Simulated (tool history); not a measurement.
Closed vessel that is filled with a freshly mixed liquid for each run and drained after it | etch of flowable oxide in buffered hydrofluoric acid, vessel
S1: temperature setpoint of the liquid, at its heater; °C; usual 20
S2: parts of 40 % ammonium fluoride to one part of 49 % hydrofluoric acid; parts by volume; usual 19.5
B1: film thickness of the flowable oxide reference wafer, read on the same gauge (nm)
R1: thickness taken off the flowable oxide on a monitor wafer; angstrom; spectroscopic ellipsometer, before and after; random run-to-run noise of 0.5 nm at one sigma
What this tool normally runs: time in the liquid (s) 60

run 1 hour=0 | S1=20 S2=19.5 time_in_the_liquid_(s)=60 | B1=90 | R1=738.8
run 2 hour=11.9 | S1=20 S2=16.5 time_in_the_liquid_(s)=60 | B1=90.01 | R1=884.7
run 3 hour=25.1 | S1=20 S2=16.5 time_in_the_liquid_(s)=60 | B1=90 | R1=863.6
run 4 hour=64.4 | S1=20 S2=19.5 time_in_the_liquid_(s)=60 | B1=89.98 | R1=753.5
run 5 hour=73.1 | S1=20 S2=19.5 time_in_the_liquid_(s)=60 | B1=89.98 | R1=745.4
run 6 hour=89.2 | S1=20 S2=19.5 time_in_the_liquid_(s)=60 | B1=89.97 | R1=740.7
run 7 hour=96.9 | S1=20 S2=19.5 time_in_the_liquid_(s)=60 | B1=89.98 | R1=746.6
run 8 hour=109.8 | S1=20 S2=19.5 time_in_the_liquid_(s)=60 | B1=90.01 | R1=736
run 9 hour=127.6 | S1=20 S2=19.5 time_in_the_liquid_(s)=60 | B1=89.98 | R1=746.3
run 10 hour=139.7 | S1=20 S2=19.5 time_in_the_liquid_(s)=60 | B1=89.98 | R1=747.5
run 11 hour=148.7 | S1=20 S2=19.5 time_in_the_liquid_(s)=60 | B1=90 | R1=748.6
run 12 hour=157.4 | S1=19 S2=19.5 time_in_the_liquid_(s)=75 | B1=89.98 | R1=885.4
run 13 hour=166.6 | S1=19 S2=19.5 time_in_the_liquid_(s)=75 | B1=90 | R1=893.4
-- hour=169.3 thermometer replaced
run 14 hour=174.6 | S1=21.5 S2=14 time_in_the_liquid_(s)=90 | B1=89.98 | R1=1693.8
run 15 hour=186.7 | S1=20 S2=19.5 time_in_the_liquid_(s)=60 | B1=89.98 | R1=759.8
run 16 hour=193.9 | S1=20 S2=19.5 time_in_the_liquid_(s)=60 | B1=90.04 | R1=755.8
run 17 hour=203.8 | S1=20 S2=19.5 time_in_the_liquid_(s)=60 | B1=90.03 | R1=749.7
run 18 hour=221.4 | S1=20 S2=19.5 time_in_the_liquid_(s)=60 | B1=90.01 | R1=744.7
run 19 hour=229.4 | S1=20 S2=19.5 time_in_the_liquid_(s)=60 | B1=89.99 | R1=747.4
run 20 hour=247 | S1=17 S2=11.5 time_in_the_liquid_(s)=60 | B1=89.99 | R1=1061.7
run 21 hour=258.6 | S1=17 S2=19.5 time_in_the_liquid_(s)=50 | B1=89.97 | R1=528.8
run 22 hour=265.4 | S1=20 S2=19.5 time_in_the_liquid_(s)=60 | B1=90.01 | R1=752.2
run 23 hour=277.1 | S1=20 S2=24 time_in_the_liquid_(s)=50 | B1=90.02 | R1=519.2
-- hour=288.9 hydrofluoric acid flow meter replaced
run 24 hour=294.3 | S1=20 S2=19.5 time_in_the_liquid_(s)=30 | B1=90.01 | R1=337.4
-- hour=303.4 gauge calibrated
run 25 hour=307.1 | S1=21.5 S2=25.5 time_in_the_liquid_(s)=40 | B1=90 | R1=408.9
run 26 hour=323 | S1=18.5 S2=22.5 time_in_the_liquid_(s)=95 | B1=89.97 | R1=876.7
run 27 hour=338.7 | S1=23.5 S2=19.5 time_in_the_liquid_(s)=40 | B1=89.99 | R1=556.5
run 28 hour=352.1 | S1=17 S2=19.5 time_in_the_liquid_(s)=60 | B1=90.02 | R1=577.7
run 29 hour=362.6 | S1=17 S2=17.5 time_in_the_liquid_(s)=90 | B1=90.02 | R1=957.7
run 30 hour=373.5 | S1=20 S2=19.5 time_in_the_liquid_(s)=60 | B1=89.98 | R1=691.7
run 31 hour=389 | S1=18.5 S2=19.5 time_in_the_liquid_(s)=50 | B1=90.04 | R1=525.8
run 32 hour=406.4 | S1=20 S2=19.5 time_in_the_liquid_(s)=60 | B1=89.99 | R1=686.7
run 33 hour=418 | S1=20 S2=23.5 time_in_the_liquid_(s)=30 | B1=90.01 | R1=298.9

Forecast run 34:
run 34 hour=435.5 | S1=17 S2=24 time_in_the_liquid_(s)=90 | B1=? | R1=?

B1: 89.98
R1: 734 angstrom
Had the tool carried no hidden state, the very same run would have given R1 716.6 angstrom.
